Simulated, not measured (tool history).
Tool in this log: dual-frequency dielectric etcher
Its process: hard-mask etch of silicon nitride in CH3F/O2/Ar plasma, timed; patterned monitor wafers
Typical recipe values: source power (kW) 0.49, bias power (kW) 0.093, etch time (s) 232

| run | day | source power (kW) | bias power (kW) | etch time (s) | wafers since the last listed run | hours since the last wet clean | hours since the last source power generator calibration | hours since the last bias power generator calibration | hours since the last upper electrode change | hours since the gauge calibration | read-back reference wafer on the same gauge, depth_nm | mean etch depth across the wafer (angstrom) |
|---|---|---|---|---|---|---|---|---|---|---|---|---|
| 1 | 0 | 0.49 | 0.093 | 232 | 0 | 25.6 | 2566.3 | 2170 | 5462.3 | 1277.1 | 219 | 2000 |
| 2 | 0.554 | 0.49 | 0.093 | 232 | 69 | 38.9 | 2579.6 | 2183.3 | 5475.6 | 1290.4 | 218.5 | 1988 |
|  | 0.792 | gauge calibrated |
|  | 1.775 | upper electrode replaced |
| 3 | 1.796 | 0.49 | 0.093 | 232 | 30 | 68.7 | 2609.4 | 2213.1 | 0.5 | 24.1 | 219.3 | 2001 |
| 4 | 3.079 | 0.49 | 0.093 | 232 | 161 | 99.5 | 2640.2 | 2243.9 | 31.3 | 54.9 | 218.8 | 1979 |
| 5 | 3.754 | 0.49 | 0.093 | 232 | 84 | 115.7 | 2656.4 | 2260.1 | 47.5 | 71.1 | 219 | 1983 |
|  | 4.45 | bias power generator calibrated |
| 6 | 4.771 | 0.49 | 0.08 | 232 | 106 | 140.1 | 2680.8 | 7.7 | 71.9 | 95.5 | 219 | 1823 |
| 7 | 5.562 | 0.43 | 0.113 | 169 | 99 | 159.1 | 2699.8 | 26.7 | 90.9 | 114.5 | 219.3 | 1501 |
| 8 | 6.962 | 0.44 | 0.093 | 232 | 175 | 192.7 | 2733.4 | 60.3 | 124.5 | 148.1 | 219 | 1883 |
| 9 | 7.492 | 0.49 | 0.093 | 232 | 66 | 205.4 | 2746.1 | 73 | 137.2 | 160.8 | 218.7 | 1986 |
| 10 | 8.742 | 0.54 | 0.073 | 165 | 157 | 235.4 | 2776.1 | 103 | 167.2 | 190.8 | 219 | 1274 |
|  | 9.933 | source power generator calibrated |
| 11 | 10.204 | 0.38 | 0.093 | 289.5 | 162 | 270.5 | 6.5 | 138.1 | 202.3 | 225.9 | 218.5 | 2132 |
| 12 | 13.312 | 0.49 | 0.093 | 232 | 390 | 345.1 | 81.1 | 212.7 | 276.9 | 300.5 | 219.2 | 1973 |
| 13 | 14.562 | 0.38 | 0.079 | 198.5 | 157 | 375.1 | 111.1 | 242.7 | 306.9 | 330.5 | 218.8 | 1322 |
| 14 | 15.408 | 0.57 | 0.112 | 192.5 | 106 | 395.4 | 131.4 | 263 | 327.2 | 350.8 | 219.2 | 1942 |
| 15 | 16.738 | 0.49 | 0.093 | 232 | 167 | 427.3 | 163.3 | 294.9 | 359.1 | 382.7 | 219 | 1949 |
|  | 17.971 | wet clean of the chamber |
| 16 | 18.15 | 0.49 | 0.093 | 232 | 51 | 4.3 | 197.2 | 328.8 | 393 | 416.6 | 219.3 | 2007 |
| 17 | 18.967 | 0.6 | 0.093 | 232 | 102 | 23.9 | 216.8 | 348.4 | 412.6 | 436.2 | 218.7 | 2210 |
| 18 | 19.596 | 0.39 | 0.093 | 185.5 | 79 | 39 | 231.9 | 363.5 | 427.7 | 451.3 | 219 | 1412 |
| 19 | 20.858 | 0.41 | 0.109 | 173 | 158 | 69.3 | 262.2 | 393.8 | 458 | 481.6 | 219.1 | 1483 |
| 20 | 22.017 | 0.49 | 0.093 | 232 | 145 | 97.1 | 290 | 421.6 | 485.8 | 509.4 | 218.5 | 2017 |
| 21 | 22.967 | 0.49 | 0.093 | 232 | 119 | 119.9 | 312.8 | 444.4 | 508.6 | 532.2 | 219 | 2002 |
| 22 | 23.662 | 0.57 | 0.077 | 282.5 | 87 | 136.6 | 329.5 | 461.1 | 525.3 | 548.9 | 218.9 | 2341 |
| 23 | 24.283 | 0.49 | 0.093 | 232 | 78 | 151.5 | 344.4 | 476 | 540.2 | 563.8 | 219 | 1996 |
| 24 | 25.379 | 0.59 | 0.093 | 232 | 137 | 177.8 | 370.7 | 502.3 | 566.5 | 590.1 | 218.6 | 2155 |
| 25 | 26.358 | 0.56 | 0.076 | 212.5 | 123 | 201.3 | 394.2 | 525.8 | 590 | 613.6 | 219.2 | 1720 |
| 26 | 27.229 | 0.54 | 0.109 | 232 | 109 | 222.2 | 415.1 | 546.7 | 610.9 | 634.5 | 218.8 | 2254 |
| 27 | 28.571 | 0.39 | 0.093 | 177.5 | 168 | 254.4 | 447.3 | 578.9 | 643.1 | 666.7 | 219.1 | 1338 |
| 28 | 29.783 | 0.49 | 0.093 | 232 | 152 | 283.5 | 476.4 | 608 | 672.2 | 695.8 | 218.8 | 1970 |
| 29 | 30.938 | 0.58 | 0.093 | 286.5 | 145 | 311.2 | 504.1 | 635.7 | 699.9 | 723.5 | 219.2 | 2620 |

Below are 5 alternative next runs, each starting from the tool's condition after run 29. Predict each:
| A | 30.958 | 0.49 | 0.093 | 232 | 2 | 311.7 | 504.6 | 636.2 | 700.4 | 724 | ? | ? |
| B | 30.958 | 0.46 | 0.082 | 285.5 | 2 | 311.7 | 504.6 | 636.2 | 700.4 | 724 | ? | ? |
| C | 30.958 | 0.49 | 0.082 | 295 | 2 | 311.7 | 504.6 | 636.2 | 700.4 | 724 | ? | ? |
| D | 30.958 | 0.49 | 0.074 | 232 | 2 | 311.7 | 504.6 | 636.2 | 700.4 | 724 | ? | ? |
| E | 30.958 | 0.44 | 0.093 | 183 | 2 | 311.7 | 504.6 | 636.2 | 700.4 | 724 | ? | ? |

| run | read-back reference wafer on the same gauge, depth_nm | mean etch depth across the wafer (angstrom) |
|---|---|---|
| A | 218.9 | 1963 |
| B | 218.9 | 2174 |
| C | 218.9 | 2319 |
| D | 218.9 | 1714 |
| E | 218.9 | 1467 |
Take away the tool's hidden state, keep each run's random variation, and the runs would have read:
| run | mean etch depth across the wafer (angstrom) |
|---|---|
| A | 1992 |
| B | 2206 |
| C | 2353 |
| D | 1739 |
| E | 1489 |
